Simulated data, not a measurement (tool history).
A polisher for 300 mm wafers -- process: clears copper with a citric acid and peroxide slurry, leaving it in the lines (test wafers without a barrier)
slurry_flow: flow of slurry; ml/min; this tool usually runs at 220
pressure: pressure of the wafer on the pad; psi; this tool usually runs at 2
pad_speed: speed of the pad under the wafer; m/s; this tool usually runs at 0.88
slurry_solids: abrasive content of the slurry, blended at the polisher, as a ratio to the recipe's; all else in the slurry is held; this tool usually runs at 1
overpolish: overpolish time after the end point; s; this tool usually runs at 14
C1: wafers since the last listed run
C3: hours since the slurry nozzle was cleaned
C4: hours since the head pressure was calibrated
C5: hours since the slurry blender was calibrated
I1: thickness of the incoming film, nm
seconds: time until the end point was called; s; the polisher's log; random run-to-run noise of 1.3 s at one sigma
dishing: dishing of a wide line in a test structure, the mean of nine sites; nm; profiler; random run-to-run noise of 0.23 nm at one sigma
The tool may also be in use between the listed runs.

run 1 hour=0 | slurry_flow=220 pressure=2 pad_speed=0.88 slurry_solids=1 overpolish=14 | C1=0 wafers_polished_on_this_pad=5319 C3=263.5 C4=282.8 C5=595.2 | I1=130.5 | seconds=96.2 dishing=12.6
-- hour=35.5 slurry blender recalibrated
-- hour=53.6 worn pad replaced by a new one
run 2 hour=59.3 | slurry_flow=220 pressure=2 pad_speed=0.88 slurry_solids=1 overpolish=14 | C1=476 wafers_polished_on_this_pad=51 C3=322.8 C4=342.1 C5=23.8 | I1=132.1 | seconds=95.9 dishing=12.9
run 3 hour=146.1 | slurry_flow=220 pressure=1.8 pad_speed=0.88 slurry_solids=1 overpolish=14 | C1=775 wafers_polished_on_this_pad=827 C3=409.6 C4=428.9 C5=110.6 | I1=129.2 | seconds=105.4 dishing=11.6
run 4 hour=213 | slurry_flow=220 pressure=1.8 pad_speed=0.88 slurry_solids=1 overpolish=14 | C1=598 wafers_polished_on_this_pad=1425 C3=476.5 C4=495.8 C5=177.5 | I1=132.5 | seconds=105.5 dishing=11.9
run 5 hour=286.7 | slurry_flow=220 pressure=1.8 pad_speed=0.88 slurry_solids=1 overpolish=14 | C1=658 wafers_polished_on_this_pad=2084 C3=550.2 C4=569.5 C5=251.2 | I1=131.4 | seconds=108.2 dishing=11.8
-- hour=348.3 slurry nozzle cleaned
run 6 hour=386.7 | slurry_flow=220 pressure=2 pad_speed=0.88 slurry_solids=1 overpolish=10 | C1=885 wafers_polished_on_this_pad=2969 C3=38.4 C4=669.5 C5=351.2 | I1=127.2 | seconds=94.1 dishing=10
run 7 hour=441 | slurry_flow=220 pressure=2 pad_speed=0.88 slurry_solids=1 overpolish=16 | C1=485 wafers_polished_on_this_pad=3454 C3=92.7 C4=723.8 C5=405.5 | I1=130.1 | seconds=94 dishing=14.3
run 8 hour=547.9 | slurry_flow=275 pressure=2.7 pad_speed=0.96 slurry_solids=1.1 overpolish=14 | C1=955 wafers_polished_on_this_pad=4410 C3=199.6 C4=830.7 C5=512.4 | I1=132.5 | seconds=63.1 dishing=17.3
run 9 hour=603 | slurry_flow=220 pressure=2 pad_speed=0.88 slurry_solids=1.2 overpolish=18 | C1=492 wafers_polished_on_this_pad=4902 C3=254.7 C4=885.8 C5=567.5 | I1=130.6 | seconds=90.1 dishing=15.6
-- hour=678.3 slurry blender recalibrated
run 10 hour=690.8 | slurry_flow=220 pressure=2 pad_speed=0.88 slurry_solids=1.2 overpolish=10 | C1=767 wafers_polished_on_this_pad=5669 C3=342.5 C4=973.6 C5=12.5 | I1=131.2 | seconds=91.1 dishing=10.2
-- hour=731.3 worn pad replaced by a new one
run 11 hour=733.4 | slurry_flow=220 pressure=2 pad_speed=0.66 slurry_solids=1 overpolish=14 | C1=345 wafers_polished_on_this_pad=18 C3=385.1 C4=1016.2 C5=55.1 | I1=130.2 | seconds=117.7 dishing=10.4
-- hour=811.1 head pressure recalibrated
run 12 hour=824 | slurry_flow=220 pressure=2 pad_speed=0.88 slurry_solids=1 overpolish=14 | C1=792 wafers_polished_on_this_pad=810 C3=475.7 C4=12.9 C5=145.7 | I1=128.5 | seconds=94.2 dishing=12.6
run 13 hour=913.6 | slurry_flow=220 pressure=2 pad_speed=1.08 slurry_solids=1.3 overpolish=17 | C1=800 wafers_polished_on_this_pad=1611 C3=565.3 C4=102.5 C5=235.3 | I1=129.5 | seconds=73.5 dishing=17.6
run 14 hour=1000.9 | slurry_flow=220 pressure=2.3 pad_speed=0.88 slurry_solids=1 overpolish=18 | C1=780 wafers_polished_on_this_pad=2392 C3=652.6 C4=189.8 C5=322.6 | I1=128.4 | seconds=80.6 dishing=17.1
-- hour=1027.3 slurry nozzle cleaned
run 15 hour=1088.3 | slurry_flow=220 pressure=2 pad_speed=0.88 slurry_solids=1 overpolish=14 | C1=772 wafers_polished_on_this_pad=3164 C3=61 C4=277.2 C5=410 | I1=130.7 | seconds=94.3 dishing=13
run 16 hour=1164.4 | slurry_flow=290 pressure=2 pad_speed=0.78 slurry_solids=1.15 overpolish=14 | C1=680 wafers_polished_on_this_pad=3844 C3=137.1 C4=353.3 C5=486.1 | I1=128.1 | seconds=96.1 dishing=12.9
run 17 hour=1218.1 | slurry_flow=185 pressure=2.5 pad_speed=0.66 slurry_solids=1 overpolish=8 | C1=480 wafers_polished_on_this_pad=4324 C3=190.8 C4=407 C5=539.8 | I1=130.3 | seconds=98.9 dishing=8
run 18 hour=1258 | slurry_flow=220 pressure=2 pad_speed=0.88 slurry_solids=1 overpolish=14 | C1=356 wafers_polished_on_this_pad=4681 C3=230.7 C4=446.9 C5=579.7 | I1=130.8 | seconds=92.6 dishing=13.2
-- hour=1309.7 worn pad replaced by a new one
run 19 hour=1319 | slurry_flow=220 pressure=1.4 pad_speed=1.1 slurry_solids=1 overpolish=11 | C1=509 wafers_polished_on_this_pad=83 C3=291.7 C4=507.9 C5=640.7 | I1=130.1 | seconds=108.2 dishing=9.5
-- hour=1346 slurry blender recalibrated
run 20 hour=1391.1 | slurry_flow=195 pressure=2 pad_speed=0.88 slurry_solids=1 overpolish=14 | C1=626 wafers_polished_on_this_pad=710 C3=363.8 C4=580 C5=45.1 | I1=130.2 | seconds=96.5 dishing=12.7
run 21 hour=1453.6 | slurry_flow=220 pressure=2 pad_speed=0.7 slurry_solids=1 overpolish=14 | C1=558 wafers_polished_on_this_pad=1268 C3=426.3 C4=642.5 C5=107.6 | I1=130.5 | seconds=117.7 dishing=10.8
run 22 hour=1522.9 | slurry_flow=220 pressure=2 pad_speed=0.88 slurry_solids=1 overpolish=14 | C1=619 wafers_polished_on_this_pad=1888 C3=495.6 C4=711.8 C5=176.9 | I1=130.5 | seconds=94.1 dishing=12.7
run 23 hour=1599.6 | slurry_flow=220 pressure=2.5 pad_speed=0.88 slurry_solids=1 overpolish=17 | C1=685 wafers_polished_on_this_pad=2574 C3=572.3 C4=788.5 C5=253.6 | I1=131.6 | seconds=77.5 dishing=17.2
run 24 hour=1657.2 | slurry_flow=260 pressure=2 pad_speed=1.12 slurry_solids=0.8 overpolish=11 | C1=514 wafers_polished_on_this_pad=3088 C3=629.9 C4=846.1 C5=311.2 | I1=131.1 | seconds=82 dishing=12
-- hour=1717.5 slurry nozzle cleaned
run 25 hour=1746.2 | slurry_flow=190 pressure=2 pad_speed=0.88 slurry_solids=1.25 overpolish=14 | C1=786 wafers_polished_on_this_pad=3875 C3=28.7 C4=935.1 C5=400.2 | I1=128.5 | seconds=88.7 dishing=13.1
run 26 hour=1818 | slurry_flow=220 pressure=2 pad_speed=0.74 slurry_solids=0.8 overpolish=14 | C1=641 wafers_polished_on_this_pad=4517 C3=100.5 C4=1006.9 C5=472 | I1=129.9 | seconds=117.6 dishing=10.7
run 27 hour=1854.2 | slurry_flow=195 pressure=2 pad_speed=0.88 slurry_solids=1 overpolish=14 | C1=323 wafers_polished_on_this_pad=4841 C3=136.7 C4=1043.1 C5=508.2 | I1=131.2 | seconds=96.1 dishing=12.5
run 28 hour=1939.8 | slurry_flow=220 pressure=2 pad_speed=0.88 slurry_solids=1 overpolish=14 | C1=765 wafers_polished_on_this_pad=5606 C3=222.3 C4=1128.7 C5=593.8 | I1=127.8 | seconds=94.4 dishing=12.9

Here are 4 independent what-if runs from the current tool condition. What would each one return?
run A hour=1940.3 | slurry_flow=220 pressure=2 pad_speed=0.88 slurry_solids=1 overpolish=14 | C1=4 wafers_polished_on_this_pad=5610 C3=222.8 C4=1129.2 C5=594.3 | I1=130 | seconds=? dishing=?
run B hour=1940.3 | slurry_flow=220 pressure=2.4 pad_speed=0.62 slurry_solids=1 overpolish=21 | C1=4 wafers_polished_on_this_pad=5610 C3=222.8 C4=1129.2 C5=594.3 | I1=130 | seconds=? dishing=?
run C hour=1940.3 | slurry_flow=160 pressure=2.4 pad_speed=0.6 slurry_solids=1 overpolish=19 | C1=4 wafers_polished_on_this_pad=5610 C3=222.8 C4=1129.2 C5=594.3 | I1=130 | seconds=? dishing=?
run D hour=1940.3 | slurry_flow=275 pressure=2 pad_speed=0.88 slurry_solids=0.7 overpolish=6 | C1=4 wafers_polished_on_this_pad=5610 C3=222.8 C4=1129.2 C5=594.3 | I1=130 | seconds=? dishing=?

run=A seconds=94.2 dishing=13
run=B seconds=105.8 dishing=16.1
run=C seconds=112.8 dishing=14.4
run=D seconds=102.9 dishing=6
Without the tool's hidden state the same runs would have given:
run=A seconds=94.2 dishing=13
run=B seconds=105.8 dishing=16.1
run=C seconds=112.8 dishing=14.4
run=D seconds=102.9 dishing=6
